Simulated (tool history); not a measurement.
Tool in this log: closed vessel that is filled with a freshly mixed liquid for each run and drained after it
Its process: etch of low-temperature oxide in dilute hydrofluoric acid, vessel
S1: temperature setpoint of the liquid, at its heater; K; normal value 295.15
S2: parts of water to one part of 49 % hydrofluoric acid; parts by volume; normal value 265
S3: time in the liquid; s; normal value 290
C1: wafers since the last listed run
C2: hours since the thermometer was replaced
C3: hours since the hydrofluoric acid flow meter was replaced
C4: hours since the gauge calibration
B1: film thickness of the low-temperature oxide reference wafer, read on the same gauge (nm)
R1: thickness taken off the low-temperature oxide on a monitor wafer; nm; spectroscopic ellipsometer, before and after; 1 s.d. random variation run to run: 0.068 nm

| run | hour | S1 | S2 | S3 | C1 | C2 | C3 | C4 | B1 | R1 |
|---|---|---|---|---|---|---|---|---|---|---|
| 1 | 0.0 | 296.65 | 265 | 290 | 0 | 107.9 | 454.4 | 1373.7 | 90.00 | 8.92 |
| 2 | 40.2 | 296.65 | 265 | 290 | 2670 | 148.1 | 494.6 | 1413.9 | 90.02 | 8.95 |
| 3 | 120.9 | 295.15 | 265 | 290 | 5359 | 228.8 | 575.3 | 1494.6 | 89.99 | 8.18 |
|  | 164.1 | hydrofluoric acid flow meter replaced |
| 4 | 181.2 | 295.15 | 340 | 290 | 3938 | 289.1 | 17.1 | 1554.9 | 90.01 | 6.29 |
| 5 | 259.8 | 295.15 | 340 | 290 | 5220 | 367.7 | 95.7 | 1633.5 | 89.98 | 6.14 |
| 6 | 348.8 | 295.15 | 305 | 290 | 5911 | 456.7 | 184.7 | 1722.5 | 90.04 | 6.90 |
| 7 | 452.8 | 295.15 | 305 | 290 | 6907 | 560.7 | 288.7 | 1826.5 | 89.98 | 6.76 |
|  | 500.5 | thermometer replaced |
| 8 | 507.9 | 295.15 | 305 | 290 | 3593 | 7.4 | 343.8 | 1881.6 | 90.04 | 7.24 |
| 9 | 567.4 | 295.15 | 265 | 290 | 3951 | 66.9 | 403.3 | 1941.1 | 89.99 | 8.60 |
| 10 | 612.2 | 295.15 | 265 | 290 | 2975 | 111.7 | 448.1 | 1985.9 | 90.02 | 8.58 |
| 11 | 703.4 | 292.15 | 265 | 290 | 6057 | 202.9 | 539.3 | 2077.1 | 89.99 | 7.56 |
| 12 | 752.4 | 292.15 | 265 | 290 | 3254 | 251.9 | 588.3 | 2126.1 | 89.99 | 7.32 |
|  | 764.1 | hydrofluoric acid flow meter replaced |
| 13 | 836.6 | 292.15 | 265 | 290 | 5525 | 336.1 | 72.5 | 2210.3 | 90.00 | 7.64 |
| 14 | 893.3 | 295.15 | 265 | 290 | 3765 | 392.8 | 129.2 | 2267.0 | 89.96 | 8.37 |
| 15 | 965.0 | 295.15 | 265 | 290 | 4762 | 464.5 | 200.9 | 2338.7 | 90.04 | 8.29 |
|  | 1060.7 | thermometer replaced |
| 16 | 1071.6 | 293.15 | 140 | 290 | 7013 | 10.9 | 307.5 | 2445.3 | 89.99 | 17.62 |
| 17 | 1178.9 | 295.15 | 265 | 290 | 7126 | 118.2 | 414.8 | 2552.6 | 89.96 | 8.62 |
|  | 1251.7 | hydrofluoric acid flow meter replaced |
| 18 | 1283.1 | 298.65 | 345 | 380 | 6854 | 222.4 | 31.4 | 2656.8 | 90.00 | 9.21 |
| 19 | 1386.0 | 291.15 | 265 | 290 | 6834 | 325.3 | 134.3 | 2759.7 | 90.00 | 7.34 |
|  | 1412.1 | gauge calibrated |
| 20 | 1450.8 | 299.15 | 325 | 190 | 4303 | 390.1 | 199.1 | 38.7 | 89.99 | 4.92 |
| 21 | 1496.7 | 297.65 | 265 | 290 | 3048 | 436.0 | 245.0 | 84.6 | 89.99 | 9.15 |
|  | 1561.3 | thermometer replaced |
| 22 | 1594.9 | 295.15 | 265 | 290 | 6455 | 33.6 | 343.2 | 182.8 | 90.00 | 8.71 |
| 23 | 1689.7 | 297.15 | 265 | 240 | 6296 | 128.4 | 438.0 | 277.6 | 90.00 | 7.58 |
| 24 | 1768.5 | 293.15 | 350 | 385 | 5233 | 207.2 | 516.8 | 356.4 | 90.01 | 7.29 |
| 25 | 1848.1 | 293.15 | 140 | 290 | 5286 | 286.8 | 596.4 | 436.0 | 90.00 | 16.25 |
|  | 1851.7 | hydrofluoric acid flow meter replaced |
| 26 | 1948.3 | 297.15 | 190 | 370 | 6588 | 387.0 | 96.6 | 536.2 | 89.98 | 17.56 |
|  | 2075.9 | thermometer replaced |
| 27 | 2077.2 | 293.65 | 225 | 290 | 8494 | 1.3 | 225.5 | 665.1 | 90.00 | 10.52 |
| 28 | 2180.4 | 292.65 | 200 | 290 | 6854 | 104.5 | 328.7 | 768.3 | 89.98 | 11.35 |
|  | 2387.4 | hydrofluoric acid flow meter replaced |
| 29 | 2419.4 | 295.15 | 265 | 290 | 15807 | 343.5 | 32.0 | 1007.3 | 90.00 | 8.64 |
| 30 | 2461.8 | 290.15 | 370 | 340 | 2816 | 385.9 | 74.4 | 1049.7 | 89.98 | 5.39 |
| 31 | 2504.2 | 291.65 | 320 | 420 | 2816 | 428.3 | 116.8 | 1092.1 | 90.00 | 8.44 |
| 32 | 2559.6 | 296.65 | 265 | 185 | 3679 | 483.7 | 172.2 | 1147.5 | 89.96 | 5.69 |
|  | 2575.6 | thermometer replaced |
| 33 | 2634.2 | 295.15 | 265 | 345 | 4888 | 58.6 | 246.8 | 1222.1 | 89.99 | 10.60 |

Run-by-run hidden state of the tool:
gauge reads high (%): 0 on each run
H1: liquid colder than its thermometer reads (K)
H2: hydrofluoric acid flow below the setpoint (%)
| run | H1 | H2 |
|---|---|---|
| 1 | 0.864 | 3.46 |
| 2 | 1.04 | 3.74 |
| 3 | 1.41 | 4.3 |
| 4 | 1.68 | 0.793 |
| 5 | 2.03 | 1.34 |
| 6 | 2.43 | 1.96 |
| 7 | 2.89 | 2.68 |
| 8 | 0.265 | 3.06 |
| 9 | 0.532 | 3.47 |
| 10 | 0.733 | 3.78 |
| 11 | 1.14 | 4.42 |
| 12 | 1.36 | 4.76 |
| 13 | 1.74 | 1.33 |
| 14 | 1.99 | 1.72 |
| 15 | 2.31 | 2.22 |
| 16 | 0.0853 | 2.96 |
| 17 | 0.566 | 3.7 |
| 18 | 1.03 | 1.02 |
| 19 | 1.49 | 1.73 |
| 20 | 1.78 | 2.18 |
| 21 | 1.99 | 2.5 |
| 22 | 0.409 | 3.18 |
| 23 | 0.834 | 3.84 |
| 24 | 1.19 | 4.38 |
| 25 | 1.54 | 4.94 |
| 26 | 1.99 | 0.682 |
| 27 | 0.062 | 1.58 |
| 28 | 0.524 | 2.29 |
| 29 | 1.59 | 0.421 |
| 30 | 1.78 | 0.715 |
| 31 | 1.97 | 1.01 |
| 32 | 2.22 | 1.39 |
| 33 | 0.338 | 1.91 |
